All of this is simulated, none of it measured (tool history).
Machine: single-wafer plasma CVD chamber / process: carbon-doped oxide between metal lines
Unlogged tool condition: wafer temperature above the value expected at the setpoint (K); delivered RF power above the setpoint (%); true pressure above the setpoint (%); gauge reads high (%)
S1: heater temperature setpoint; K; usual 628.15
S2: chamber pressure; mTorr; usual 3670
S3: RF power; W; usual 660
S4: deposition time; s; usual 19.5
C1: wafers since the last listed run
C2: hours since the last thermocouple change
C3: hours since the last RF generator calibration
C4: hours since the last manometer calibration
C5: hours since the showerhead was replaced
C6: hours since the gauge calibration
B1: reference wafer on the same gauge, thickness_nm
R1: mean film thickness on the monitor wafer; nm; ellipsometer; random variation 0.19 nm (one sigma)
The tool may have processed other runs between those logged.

{"run": 1, "hour": 0.0, "S1": 628.15, "S2": 3670, "S3": 660, "S4": 19.5, "C1": 0, "C2": 2500.6, "C3": 2655, "C4": 1197.7, "C5": 2894.5, "C6": 103.9, "B1": 106.044, "R1": 115.806}
{"run": 2, "hour": 12.1, "S1": 628.15, "S2": 3670, "S3": 660, "S4": 19.5, "C1": 152, "C2": 2512.7, "C3": 2667.1, "C4": 1209.8, "C5": 2906.6, "C6": 116, "B1": 105.98, "R1": 115.631}
{"run": 3, "hour": 21.7, "S1": 628.15, "S2": 3670, "S3": 660, "S4": 19.5, "C1": 120, "C2": 2522.3, "C3": 2676.7, "C4": 1219.4, "C5": 2916.2, "C6": 125.6, "B1": 105.97, "R1": 115.598}
{"run": 4, "hour": 33.8, "S1": 628.15, "S2": 3670, "S3": 660, "S4": 19.5, "C1": 152, "C2": 2534.4, "C3": 2688.8, "C4": 1231.5, "C5": 2928.3, "C6": 137.7, "B1": 105.971, "R1": 115.694}
{"run": 5, "hour": 42.8, "S1": 628.15, "S2": 3670, "S3": 660, "S4": 19.5, "C1": 113, "C2": 2543.4, "C3": 2697.8, "C4": 1240.5, "C5": 2937.3, "C6": 146.7, "B1": 106.011, "R1": 115.521}
{"run": 6, "hour": 60.7, "S1": 628.15, "S2": 3670, "S3": 660, "S4": 19.5, "C1": 224, "C2": 2561.3, "C3": 2715.7, "C4": 1258.4, "C5": 2955.2, "C6": 164.6, "B1": 106.045, "R1": 115.5}
{"run": 7, "hour": 89.7, "S1": 628.15, "S2": 3670, "S3": 660, "S4": 19.5, "C1": 364, "C2": 2590.3, "C3": 2744.7, "C4": 1287.4, "C5": 2984.2, "C6": 193.6, "B1": 105.966, "R1": 115.674}
{"run": 8, "hour": 102.8, "S1": 628.15, "S2": 3670, "S3": 660, "S4": 19.5, "C1": 164, "C2": 2603.4, "C3": 2757.8, "C4": 1300.5, "C5": 2997.3, "C6": 206.7, "B1": 105.975, "R1": 115.504}
{"hour": 115.0, "done": "capacitance manometer re-zeroed and calibrated"}
{"run": 9, "hour": 115.8, "S1": 628.15, "S2": 3670, "S3": 660, "S4": 19.5, "C1": 62, "C2": 2616.4, "C3": 2770.8, "C4": 0.8, "C5": 3010.3, "C6": 219.7, "B1": 105.984, "R1": 115.616}
{"run": 10, "hour": 130.0, "S1": 628.15, "S2": 3670, "S3": 660, "S4": 19.5, "C1": 178, "C2": 2630.6, "C3": 2785, "C4": 15, "C5": 3024.5, "C6": 233.9, "B1": 106.027, "R1": 115.507}
{"hour": 147.5, "done": "thermocouple changed; heater temperature recalibrated"}
{"hour": 182.4, "done": "RF generator calibrated"}
{"hour": 188.5, "done": "gauge calibrated"}
{"hour": 189.2, "done": "showerhead replaced"}
{"run": 11, "hour": 189.7, "S1": 628.15, "S2": 4240, "S3": 790, "S4": 19.5, "C1": 463, "C2": 42.2, "C3": 7.3, "C4": 74.7, "C5": 0.5, "C6": 1.2, "B1": 106.031, "R1": 145.998}
{"run": 12, "hour": 190.7, "S1": 617.15, "S2": 2830, "S3": 560, "S4": 15.8, "C1": 12, "C2": 43.2, "C3": 8.3, "C4": 75.7, "C5": 1.5, "C6": 2.2, "B1": 105.993, "R1": 88.877}
{"run": 13, "hour": 204.9, "S1": 639.15, "S2": 4140, "S3": 550, "S4": 19.5, "C1": 178, "C2": 57.4, "C3": 22.5, "C4": 89.9, "C5": 15.7, "C6": 16.4, "B1": 105.989, "R1": 105.999}
{"run": 14, "hour": 214.5, "S1": 628.15, "S2": 3670, "S3": 660, "S4": 16.2, "C1": 120, "C2": 67, "C3": 32.1, "C4": 99.5, "C5": 25.3, "C6": 26, "B1": 106.005, "R1": 103.863}
{"run": 15, "hour": 235.0, "S1": 628.15, "S2": 3670, "S3": 715, "S4": 19.5, "C1": 257, "C2": 87.5, "C3": 52.6, "C4": 120, "C5": 45.8, "C6": 46.5, "B1": 105.989, "R1": 132.641}
{"run": 16, "hour": 252.7, "S1": 636.15, "S2": 3670, "S3": 660, "S4": 19.5, "C1": 222, "C2": 105.2, "C3": 70.3, "C4": 137.7, "C5": 63.5, "C6": 64.2, "B1": 105.972, "R1": 121.798}
{"run": 17, "hour": 259.0, "S1": 628.15, "S2": 3670, "S3": 595, "S4": 20.9, "C1": 79, "C2": 111.5, "C3": 76.6, "C4": 144, "C5": 69.8, "C6": 70.5, "B1": 105.989, "R1": 122.574}
{"run": 18, "hour": 270.4, "S1": 636.15, "S2": 3670, "S3": 660, "S4": 19.5, "C1": 143, "C2": 122.9, "C3": 88, "C4": 155.4, "C5": 81.2, "C6": 81.9, "B1": 106.013, "R1": 121.76}

4 ways to go on from here, each from the tool as it stands after run 18. What would each give?
{"run": "A", "hour": 270.8, "S1": 628.15, "S2": 3670, "S3": 660, "S4": 19.5, "C1": 5, "C2": 123.3, "C3": 88.4, "C4": 155.8, "C5": 81.6, "C6": 82.3, "B1": "?", "R1": "?"}
{"run": "B", "hour": 270.8, "S1": 628.15, "S2": 2800, "S3": 755, "S4": 19.5, "C1": 5, "C2": 123.3, "C3": 88.4, "C4": 155.8, "C5": 81.6, "C6": 82.3, "B1": "?", "R1": "?"}
{"run": "C", "hour": 270.8, "S1": 634.15, "S2": 3670, "S3": 660, "S4": 19.5, "C1": 5, "C2": 123.3, "C3": 88.4, "C4": 155.8, "C5": 81.6, "C6": 82.3, "B1": "?", "R1": "?"}
{"run": "D", "hour": 270.8, "S1": 641.15, "S2": 4130, "S3": 660, "S4": 19.5, "C1": 5, "C2": 123.3, "C3": 88.4, "C4": 155.8, "C5": 81.6, "C6": 82.3, "B1": "?", "R1": "?"}

run=A B1=106.01 R1=124.124
run=B B1=106.01 R1=133.37
run=C B1=106.01 R1=121.972
run=D B1=106.01 R1=122.111
With the hidden condition removed and each run's random variation left untouched, the same runs would have given:
run=A R1=124.631
run=B R1=133.915
run=C R1=122.47
run=D R1=122.61
